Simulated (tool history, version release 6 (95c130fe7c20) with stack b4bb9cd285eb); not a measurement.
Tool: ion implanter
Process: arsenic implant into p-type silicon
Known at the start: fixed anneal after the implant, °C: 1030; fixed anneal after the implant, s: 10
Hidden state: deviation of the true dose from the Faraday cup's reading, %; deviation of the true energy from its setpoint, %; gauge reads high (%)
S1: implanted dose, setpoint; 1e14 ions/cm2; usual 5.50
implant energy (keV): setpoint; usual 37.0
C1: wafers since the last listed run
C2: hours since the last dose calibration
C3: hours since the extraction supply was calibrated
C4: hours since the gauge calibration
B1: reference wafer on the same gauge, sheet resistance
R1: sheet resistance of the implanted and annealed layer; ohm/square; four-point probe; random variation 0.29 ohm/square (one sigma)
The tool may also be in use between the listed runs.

{"run": 1, "hour": 0.0, "S1": 5.5, "implant energy (keV)": 37.0, "C1": 0, "C2": 2305.8, "C3": 6611.0, "C4": 92.3, "B1": 167.96, "R1": 184.39}
{"run": 2, "hour": 9.0, "S1": 5.5, "implant energy (keV)": 37.0, "C1": 137, "C2": 2314.8, "C3": 6620.0, "C4": 101.3, "B1": 167.94, "R1": 183.95}
{"run": 3, "hour": 24.3, "S1": 5.01, "implant energy (keV)": 31.0, "C1": 233, "C2": 2330.1, "C3": 6635.3, "C4": 116.6, "B1": 168.07, "R1": 203.38}
{"run": 4, "hour": 40.2, "S1": 5.01, "implant energy (keV)": 31.0, "C1": 242, "C2": 2346.0, "C3": 6651.2, "C4": 132.5, "B1": 167.94, "R1": 203.09}
{"run": 5, "hour": 51.9, "S1": 5.01, "implant energy (keV)": 31.0, "C1": 178, "C2": 2357.7, "C3": 6662.9, "C4": 144.2, "B1": 168.01, "R1": 202.94}
{"run": 6, "hour": 61.9, "S1": 5.5, "implant energy (keV)": 37.0, "C1": 152, "C2": 2367.7, "C3": 6672.9, "C4": 154.2, "B1": 168.03, "R1": 184.13}
{"run": 7, "hour": 75.5, "S1": 5.5, "implant energy (keV)": 37.0, "C1": 207, "C2": 2381.3, "C3": 6686.5, "C4": 167.8, "B1": 168.01, "R1": 184.61}
{"run": 8, "hour": 88.8, "S1": 5.5, "implant energy (keV)": 37.0, "C1": 203, "C2": 2394.6, "C3": 6699.8, "C4": 181.1, "B1": 167.97, "R1": 184.12}
{"run": 9, "hour": 105.5, "S1": 5.5, "implant energy (keV)": 37.0, "C1": 255, "C2": 2411.3, "C3": 6716.5, "C4": 197.8, "B1": 168.03, "R1": 184.34}
{"run": 10, "hour": 119.8, "S1": 5.5, "implant energy (keV)": 37.0, "C1": 218, "C2": 2425.6, "C3": 6730.8, "C4": 212.1, "B1": 168.03, "R1": 183.88}
{"hour": 131.6, "done": "Faraday cup replaced and dose calibrated"}
{"run": 11, "hour": 132.1, "S1": 4.44, "implant energy (keV)": 37.0, "C1": 65, "C2": 0.5, "C3": 6743.1, "C4": 224.4, "B1": 167.99, "R1": 226.45}
{"run": 12, "hour": 140.2, "S1": 4.44, "implant energy (keV)": 37.0, "C1": 123, "C2": 8.6, "C3": 6751.2, "C4": 232.5, "B1": 168.03, "R1": 226.38}
{"hour": 146.2, "done": "gauge calibrated"}
{"run": 13, "hour": 149.4, "S1": 5.5, "implant energy (keV)": 37.0, "C1": 140, "C2": 17.8, "C3": 6760.4, "C4": 3.2, "B1": 168.0, "R1": 192.09}
{"run": 14, "hour": 167.3, "S1": 5.5, "implant energy (keV)": 37.0, "C1": 273, "C2": 35.7, "C3": 6778.3, "C4": 21.1, "B1": 168.04, "R1": 191.21}
{"run": 15, "hour": 198.5, "S1": 4.13, "implant energy (keV)": 47.0, "C1": 476, "C2": 66.9, "C3": 6809.5, "C4": 52.3, "B1": 167.97, "R1": 230.41}
{"run": 16, "hour": 208.3, "S1": 5.95, "implant energy (keV)": 31.0, "C1": 149, "C2": 76.7, "C3": 6819.3, "C4": 62.1, "B1": 167.97, "R1": 185.78}
{"hour": 218.2, "done": "extraction supply calibrated"}
{"run": 17, "hour": 231.4, "S1": 5.5, "implant energy (keV)": 37.0, "C1": 230, "C2": 99.8, "C3": 13.2, "C4": 85.2, "B1": 168.0, "R1": 191.47}
{"run": 18, "hour": 247.2, "S1": 5.5, "implant energy (keV)": 37.0, "C1": 241, "C2": 115.6, "C3": 29.0, "C4": 101.0, "B1": 167.99, "R1": 191.4}
{"run": 19, "hour": 257.1, "S1": 6.58, "implant energy (keV)": 30.5, "C1": 151, "C2": 125.5, "C3": 38.9, "C4": 110.9, "B1": 167.95, "R1": 172.0}
{"run": 20, "hour": 269.9, "S1": 5.5, "implant energy (keV)": 30.5, "C1": 195, "C2": 138.3, "C3": 51.7, "C4": 123.7, "B1": 167.98, "R1": 197.04}
{"run": 21, "hour": 284.4, "S1": 6.28, "implant energy (keV)": 45.0, "C1": 221, "C2": 152.8, "C3": 66.2, "C4": 138.2, "B1": 167.97, "R1": 167.47}
{"run": 22, "hour": 295.3, "S1": 5.5, "implant energy (keV)": 25.0, "C1": 166, "C2": 163.7, "C3": 77.1, "C4": 149.1, "B1": 167.96, "R1": 202.88}
{"run": 23, "hour": 302.4, "S1": 7.09, "implant energy (keV)": 27.5, "C1": 108, "C2": 170.8, "C3": 84.2, "C4": 156.2, "B1": 168.0, "R1": 166.58}
{"run": 24, "hour": 312.7, "S1": 5.5, "implant energy (keV)": 42.5, "C1": 157, "C2": 181.1, "C3": 94.5, "C4": 166.5, "B1": 168.1, "R1": 186.61}
{"run": 25, "hour": 319.4, "S1": 6.18, "implant energy (keV)": 41.0, "C1": 102, "C2": 187.8, "C3": 101.2, "C4": 173.2, "B1": 168.04, "R1": 171.67}
{"run": 26, "hour": 329.0, "S1": 4.76, "implant energy (keV)": 26.0, "C1": 146, "C2": 197.4, "C3": 110.8, "C4": 182.8, "B1": 167.95, "R1": 224.83}

3 ways to go on from here, each from the tool as it stands after run 26. What would each give?
{"run": "A", "hour": 329.4, "S1": 5.5, "implant energy (keV)": 37.0, "C1": 6, "C2": 197.8, "C3": 111.2, "C4": 183.2, "B1": "?", "R1": "?"}
{"run": "B", "hour": 329.4, "S1": 4.96, "implant energy (keV)": 26.0, "C1": 6, "C2": 197.8, "C3": 111.2, "C4": 183.2, "B1": "?", "R1": "?"}
{"run": "C", "hour": 329.4, "S1": 3.86, "implant energy (keV)": 47.0, "C1": 6, "C2": 197.8, "C3": 111.2, "C4": 183.2, "B1": "?", "R1": "?"}

run=A B1=167.98 R1=190.22
run=B B1=167.98 R1=217.39
run=C B1=167.98 R1=240.56
Without the tool's hidden state the same runs would have given:
run=A R1=191.85
run=B R1=219.21
run=C R1=242.63

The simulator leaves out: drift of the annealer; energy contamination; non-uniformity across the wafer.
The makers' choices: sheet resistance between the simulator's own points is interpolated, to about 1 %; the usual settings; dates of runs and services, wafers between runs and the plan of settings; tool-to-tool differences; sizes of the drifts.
